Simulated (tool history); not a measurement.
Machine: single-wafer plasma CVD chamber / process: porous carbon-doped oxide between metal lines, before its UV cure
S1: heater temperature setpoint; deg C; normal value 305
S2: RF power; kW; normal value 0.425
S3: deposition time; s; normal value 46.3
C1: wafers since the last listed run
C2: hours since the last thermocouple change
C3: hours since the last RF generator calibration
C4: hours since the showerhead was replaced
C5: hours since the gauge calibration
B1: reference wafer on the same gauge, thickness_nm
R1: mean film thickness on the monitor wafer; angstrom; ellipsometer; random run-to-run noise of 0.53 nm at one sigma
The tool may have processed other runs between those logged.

run 1 hour=0.0 | S1=305 S2=0.425 S3=46.3 | C1=0 C2=177.3 C3=367.0 C4=1330.4 C5=1318.9 | B1=223.113 | R1=1942.30
run 2 hour=105.6 | S1=305 S2=0.425 S3=50.8 | C1=1504 C2=282.9 C3=472.6 C4=1436.0 C5=1424.5 | B1=223.204 | R1=2125.06
run 3 hour=211.4 | S1=305 S2=0.425 S3=46.3 | C1=1507 C2=388.7 C3=578.4 C4=1541.8 C5=1530.3 | B1=223.228 | R1=1941.39
run 4 hour=265.4 | S1=305 S2=0.425 S3=46.3 | C1=769 C2=442.7 C3=632.4 C4=1595.8 C5=1584.3 | B1=223.080 | R1=1942.11
run 5 hour=365.7 | S1=305 S2=0.425 S3=46.3 | C1=1429 C2=543.0 C3=732.7 C4=1696.1 C5=1684.6 | B1=222.757 | R1=1943.50
run 6 hour=423.5 | S1=305 S2=0.425 S3=46.3 | C1=823 C2=600.8 C3=790.5 C4=1753.9 C5=1742.4 | B1=222.788 | R1=1936.49
run 7 hour=498.4 | S1=305 S2=0.425 S3=46.3 | C1=1067 C2=675.7 C3=865.4 C4=1828.8 C5=1817.3 | B1=222.995 | R1=1952.30
-- hour=692.8 gauge calibrated
-- hour=716.5 thermocouple changed; heater temperature recalibrated
run 8 hour=820.5 | S1=305 S2=0.425 S3=46.3 | C1=4476 C2=104.0 C3=1187.5 C4=2150.9 C5=127.7 | B1=222.994 | R1=1941.72
run 9 hour=874.3 | S1=305 S2=0.425 S3=46.3 | C1=766 C2=157.8 C3=1241.3 C4=2204.7 C5=181.5 | B1=222.940 | R1=1945.34
run 10 hour=946.4 | S1=305 S2=0.425 S3=40.2 | C1=1027 C2=229.9 C3=1313.4 C4=2276.8 C5=253.6 | B1=223.065 | R1=1690.07
run 11 hour=1028.5 | S1=296 S2=0.400 S3=46.3 | C1=1169 C2=312.0 C3=1395.5 C4=2358.9 C5=335.7 | B1=223.011 | R1=1929.40
run 12 hour=1069.9 | S1=294 S2=0.485 S3=53.2 | C1=589 C2=353.4 C3=1436.9 C4=2400.3 C5=377.1 | B1=222.942 | R1=2625.43
-- hour=1145.9 RF generator calibrated
run 13 hour=1170.7 | S1=312 S2=0.395 S3=49.6 | C1=1322 C2=454.2 C3=24.8 C4=2501.1 C5=477.9 | B1=222.828 | R1=1885.02
run 14 hour=1261.6 | S1=319 S2=0.425 S3=46.3 | C1=1295 C2=545.1 C3=115.7 C4=2592.0 C5=568.8 | B1=223.257 | R1=1821.32
-- hour=1368.2 showerhead replaced
run 15 hour=1368.7 | S1=305 S2=0.425 S3=46.3 | C1=1412 C2=652.2 C3=222.8 C4=0.5 C5=675.9 | B1=222.955 | R1=1945.57
run 16 hour=1454.3 | S1=300 S2=0.350 S3=46.3 | C1=1219 C2=737.8 C3=308.4 C4=86.1 C5=761.5 | B1=222.680 | R1=1676.26
run 17 hour=1503.2 | S1=311 S2=0.460 S3=43.1 | C1=696 C2=786.7 C3=357.3 C4=135.0 C5=810.4 | B1=222.955 | R1=1876.22
-- hour=1599.4 thermocouple changed; heater temperature recalibrated
run 18 hour=1599.9 | S1=305 S2=0.425 S3=46.3 | C1=1264 C2=0.5 C3=454.0 C4=231.7 C5=907.1 | B1=223.313 | R1=1931.73
run 19 hour=1642.5 | S1=314 S2=0.370 S3=55.0 | C1=607 C2=43.1 C3=496.6 C4=274.3 C5=949.7 | B1=223.338 | R1=1952.95
run 20 hour=1738.7 | S1=305 S2=0.425 S3=46.3 | C1=1370 C2=139.3 C3=592.8 C4=370.5 C5=1045.9 | B1=222.953 | R1=1943.72

Alternative continuations, all from the tool just after run 20; predict every row:
run A hour=1739.1 | S1=305 S2=0.425 S3=46.3 | C1=5 C2=139.7 C3=593.2 C4=370.9 C5=1046.3 | B1=? | R1=?
run B hour=1739.1 | S1=305 S2=0.360 S3=42.9 | C1=5 C2=139.7 C3=593.2 C4=370.9 C5=1046.3 | B1=? | R1=?
run C hour=1739.1 | S1=319 S2=0.350 S3=41.3 | C1=5 C2=139.7 C3=593.2 C4=370.9 C5=1046.3 | B1=? | R1=?
run D hour=1739.1 | S1=305 S2=0.425 S3=41.3 | C1=5 C2=139.7 C3=593.2 C4=370.9 C5=1046.3 | B1=? | R1=?

run=A B1=222.964 R1=1932.33
run=B B1=222.964 R1=1547.65
run=C B1=222.964 R1=1360.98
run=D B1=222.964 R1=1728.21
The same runs, with their run-to-run variation unchanged, on a tool lacking any hidden condition would have given:
run=A R1=1932.33
run=B R1=1547.65
run=C R1=1360.98
run=D R1=1728.21
